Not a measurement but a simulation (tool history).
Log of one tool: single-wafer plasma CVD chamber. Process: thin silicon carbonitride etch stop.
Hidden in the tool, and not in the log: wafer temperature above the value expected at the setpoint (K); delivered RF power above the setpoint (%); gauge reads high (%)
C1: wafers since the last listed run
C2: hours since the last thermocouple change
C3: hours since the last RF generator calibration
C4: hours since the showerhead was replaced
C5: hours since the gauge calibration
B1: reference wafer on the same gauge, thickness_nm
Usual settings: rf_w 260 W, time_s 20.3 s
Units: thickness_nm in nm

{"run": 1, "day": 0.0, "rf_w": 300, "time_s": 19.4, "C1": 0, "C2": 476.2, "C3": 395.2, "C4": 7187.3, "C5": 871.6, "B1": 12.402, "thickness_nm": 12.966}
{"run": 2, "day": 3.733, "rf_w": 300, "time_s": 19.4, "C1": 4351, "C2": 565.8, "C3": 484.8, "C4": 7276.9, "C5": 961.2, "B1": 12.371, "thickness_nm": 12.757}
{"run": 3, "day": 6.362, "rf_w": 300, "time_s": 19.4, "C1": 3064, "C2": 628.9, "C3": 547.9, "C4": 7340.0, "C5": 1024.3, "B1": 12.432, "thickness_nm": 12.804}
{"run": 4, "day": 9.488, "rf_w": 260, "time_s": 20.3, "C1": 3642, "C2": 703.9, "C3": 622.9, "C4": 7415.0, "C5": 1099.3, "B1": 12.406, "thickness_nm": 12.715}
{"run": 5, "day": 13.717, "rf_w": 260, "time_s": 20.3, "C1": 4929, "C2": 805.4, "C3": 724.4, "C4": 7516.5, "C5": 1200.8, "B1": 12.389, "thickness_nm": 12.662}
{"run": 6, "day": 15.912, "rf_w": 260, "time_s": 20.3, "C1": 2559, "C2": 858.1, "C3": 777.1, "C4": 7569.2, "C5": 1253.5, "B1": 12.438, "thickness_nm": 12.657}
{"run": 7, "day": 17.938, "rf_w": 260, "time_s": 20.3, "C1": 2360, "C2": 906.7, "C3": 825.7, "C4": 7617.8, "C5": 1302.1, "B1": 12.383, "thickness_nm": 12.661}
{"run": 8, "day": 20.492, "rf_w": 260, "time_s": 20.3, "C1": 2977, "C2": 968.0, "C3": 887.0, "C4": 7679.1, "C5": 1363.4, "B1": 12.391, "thickness_nm": 12.711}
{"run": 9, "day": 22.533, "rf_w": 275, "time_s": 18.8, "C1": 2379, "C2": 1017.0, "C3": 936.0, "C4": 7728.1, "C5": 1412.4, "B1": 12.414, "thickness_nm": 12.013}
{"day": 23.196, "done": "thermocouple changed; heater temperature recalibrated"}
{"run": 10, "day": 25.004, "rf_w": 260, "time_s": 20.3, "C1": 2491, "C2": 43.4, "C3": 995.3, "C4": 7787.4, "C5": 1471.7, "B1": 12.398, "thickness_nm": 12.616}
{"day": 25.425, "done": "gauge calibrated"}
{"run": 11, "day": 29.15, "rf_w": 260, "time_s": 21.2, "C1": 4832, "C2": 142.9, "C3": 1094.8, "C4": 7886.9, "C5": 89.4, "B1": 12.384, "thickness_nm": 13.2}
{"day": 31.05, "done": "showerhead replaced"}
{"run": 12, "day": 33.258, "rf_w": 260, "time_s": 21.2, "C1": 4399, "C2": 241.5, "C3": 1193.4, "C4": 53.0, "C5": 188.0, "B1": 12.404, "thickness_nm": 13.289}
{"run": 13, "day": 37.525, "rf_w": 260, "time_s": 21.2, "C1": 4973, "C2": 343.9, "C3": 1295.8, "C4": 155.4, "C5": 290.4, "B1": 12.415, "thickness_nm": 13.048}
{"run": 14, "day": 39.4, "rf_w": 220, "time_s": 23.8, "C1": 2185, "C2": 388.9, "C3": 1340.8, "C4": 200.4, "C5": 335.4, "B1": 12.402, "thickness_nm": 13.864}

Run 15 comes next. What will it give?
{"run": 15, "day": 42.262, "rf_w": 235, "time_s": 18.7, "C1": 3336, "C2": 457.6, "C3": 1409.5, "C4": 269.1, "C5": 404.1, "B1": "?", "thickness_nm": "?"}

{"run 15": {"B1": 12.421, "thickness_nm": 11.041}}
Without the tool's hidden state the same run would have given thickness_nm 11.300 nm.
